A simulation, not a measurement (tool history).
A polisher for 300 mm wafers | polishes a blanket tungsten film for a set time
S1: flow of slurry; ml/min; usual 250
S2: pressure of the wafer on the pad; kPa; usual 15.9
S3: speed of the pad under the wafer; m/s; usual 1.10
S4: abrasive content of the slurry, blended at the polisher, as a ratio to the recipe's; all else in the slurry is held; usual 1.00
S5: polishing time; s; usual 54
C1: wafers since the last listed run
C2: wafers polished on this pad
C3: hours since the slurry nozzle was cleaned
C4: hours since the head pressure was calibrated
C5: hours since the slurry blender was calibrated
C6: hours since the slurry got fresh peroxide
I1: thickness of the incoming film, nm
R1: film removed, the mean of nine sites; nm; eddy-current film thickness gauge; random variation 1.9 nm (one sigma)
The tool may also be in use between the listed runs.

run	hour	S1	S2	S3	S4	S5	C1	C2	C3	C4	C5	C6	I1	R1
1	0.0	275	15.9	1.10	1.10	54	0	485	457.6	473.3	281.3	179.6	1341.1	167.2
# hour 7.1: slurry blender recalibrated
# hour 72.5: slurry tank refilled with fresh slurry and peroxide
2	192.6	275	15.9	1.10	1.10	54	2063	2548	650.2	665.9	185.5	120.1	1363.6	168.7
# hour 202.5: worn pad replaced by a new one
3	231.0	275	15.9	1.10	1.10	54	374	310	688.6	704.3	223.9	158.5	1365.2	166.6
4	295.9	250	15.9	1.10	1.00	54	706	1016	753.5	769.2	288.8	223.4	1350.4	156.3
# hour 324.6: slurry blender recalibrated
5	334.9	250	15.9	1.10	1.00	54	402	1419	792.5	808.2	10.3	262.4	1346.0	153.4
6	368.3	250	15.9	1.10	1.00	54	363	1782	825.9	841.6	43.7	295.8	1349.6	150.4
# hour 373.1: slurry tank refilled with fresh slurry and peroxide
7	414.7	250	15.9	1.10	1.00	54	494	2276	872.3	888.0	90.1	41.6	1356.4	136.8
8	478.0	250	15.9	1.10	1.00	54	688	2965	935.6	951.3	153.4	104.9	1373.1	135.4
# hour 501.8: slurry nozzle cleaned
# hour 502.0: worn pad replaced by a new one
9	543.8	250	15.9	1.36	1.00	54	702	454	42.0	1017.1	219.2	170.7	1356.0	156.9
10	580.9	200	15.9	1.10	1.00	54	403	858	79.1	1054.2	256.3	207.8	1348.8	122.1
# hour 616.5: slurry blender recalibrated
11	645.8	250	15.9	1.22	1.00	54	684	1542	144.0	1119.1	29.3	272.7	1364.1	128.9
# hour 721.2: slurry tank refilled with fresh slurry and peroxide, repeated, since the last time left the tool worse
12	764.5	250	15.9	1.22	1.00	54	1280	2823	262.7	1237.8	148.0	43.3	1334.5	182.2
# hour 792.4: worn pad replaced by a new one
13	832.7	250	15.9	1.42	1.00	66	698	438	330.9	1306.0	216.2	111.5	1366.4	250.2
14	897.9	250	15.9	1.10	1.00	54	709	1148	396.1	1371.2	281.4	176.7	1352.0	159.0
15	922.3	190	15.9	1.10	0.70	54	265	1413	420.5	1395.6	305.8	201.1	1326.0	133.5
# hour 924.8: slurry blender recalibrated
16	968.1	335	11.0	1.10	1.10	60	476	1890	466.3	1441.4	43.3	246.9	1365.3	126.3
17	997.5	250	11.7	0.72	1.00	54	319	2210	495.7	1470.8	72.7	276.3	1330.6	73.3
# hour 1017.3: head pressure recalibrated
# hour 1040.9: slurry tank refilled with fresh slurry and peroxide
# hour 1064.5: worn pad replaced by a new one
18	1065.0	190	15.9	1.10	0.90	54	658	5	563.2	47.7	140.2	24.1	1348.0	152.4
19	1103.8	250	11.7	0.72	1.00	54	422	428	602.0	86.5	179.0	62.9	1349.6	79.9
20	1150.4	250	18.6	1.10	1.00	54	507	935	648.6	133.1	225.6	109.5	1362.6	193.7
21	1190.2	215	17.9	0.74	0.75	54	433	1368	688.4	172.9	265.4	149.3	1345.8	111.4
# hour 1237.3: slurry blender recalibrated
22	1246.0	250	20.0	1.10	1.00	54	585	1953	744.2	228.7	8.7	205.1	1344.4	193.5
# hour 1297.1: slurry tank refilled with fresh slurry and peroxide
23	1297.6	295	15.9	1.10	0.80	62	550	2504	795.8	280.3	60.3	0.5	1331.3	180.5
# hour 1358.2: worn pad replaced by a new one
24	1366.7	215	17.9	0.74	0.75	54	708	92	864.9	349.4	129.4	69.6	1350.1	113.3
# hour 1374.9: slurry nozzle cleaned
25	1401.8	335	15.9	1.10	1.00	63	371	463	26.9	384.5	164.5	104.7	1336.6	192.1

Hidden state at the last listed run before each entry between runs and at the first one after, where it differs:
Between runs 1 and 2: slurry blender recalibrated (hour 7.1); slurry tank refilled with fresh slurry and peroxide (hour 72.5)
  peroxide lost from the slurry, %: 7.6 -> 4.43
  measured less the result without the state, R1: -5.1 -> -3.0 nm
Between runs 2 and 3: worn pad replaced by a new one (hour 202.5)
  peroxide lost from the slurry, %: 4.43 -> 6.87
  measured less the result without the state, R1: -3.0 -> -4.5 nm
Between runs 4 and 5: slurry blender recalibrated (hour 324.6)
  peroxide lost from the slurry, %: 12.5 -> 16.9
  measured less the result without the state, R1: -8.2 -> -11.4 nm
Between runs 6 and 7: slurry tank refilled with fresh slurry and peroxide (hour 373.1)
  peroxide lost from the slurry, %: 21.1 -> 37.8
  measured less the result without the state, R1: -14.6 -> -29.0 nm
Between runs 8 and 9: slurry nozzle cleaned (hour 501.8); worn pad replaced by a new one (hour 502.0)
  peroxide lost from the slurry, %: 39.9 -> 44.1
  measured less the result without the state, R1: -31.3 -> -42.4 nm
Between runs 10 and 11: slurry blender recalibrated (hour 616.5)
  peroxide lost from the slurry, %: 47.3 -> 54.4
  measured less the result without the state, R1: -37.3 -> -51.1 nm
Between runs 11 and 12: slurry tank refilled with fresh slurry and peroxide, repeated, since the last time left the tool worse (hour 721.2)
  peroxide lost from the slurry, %: 54.4 -> 2.14
  measured less the result without the state, R1: -51.1 -> -1.5 nm
Between runs 12 and 13: worn pad replaced by a new one (hour 792.4)
  peroxide lost from the slurry, %: 2.14 -> 4.55
  measured less the result without the state, R1: -1.5 -> -4.4 nm
Between runs 15 and 16: slurry blender recalibrated (hour 924.8)
  peroxide lost from the slurry, %: 10.9 -> 15.6
  measured less the result without the state, R1: -6.1 -> -8.5 nm
Between runs 17 and 18: head pressure recalibrated (hour 1017.3); slurry tank refilled with fresh slurry and peroxide (hour 1040.9); worn pad replaced by a new one (hour 1064.5)
  peroxide lost from the slurry, %: 19.1 -> 1.08
  measured less the result without the state, R1: -6.3 -> -0.6 nm
Between runs 21 and 22: slurry blender recalibrated (hour 1237.3)
  peroxide lost from the slurry, %: 6.04 -> 10.6
  measured less the result without the state, R1: -2.7 -> -8.4 nm
Between runs 22 and 23: slurry tank refilled with fresh slurry and peroxide (hour 1297.1)
  peroxide lost from the slurry, %: 10.6 -> 1.45
  measured less the result without the state, R1: -8.4 -> -1.0 nm
Between runs 23 and 24: worn pad replaced by a new one (hour 1358.2)
  peroxide lost from the slurry, %: 1.45 -> 2.56
  measured less the result without the state, R1: -1.0 -> -1.1 nm
Between runs 24 and 25: slurry nozzle cleaned (hour 1374.9)
  peroxide lost from the slurry, %: 2.56 -> 3.95
  measured less the result without the state, R1: -1.1 -> -3.0 nm
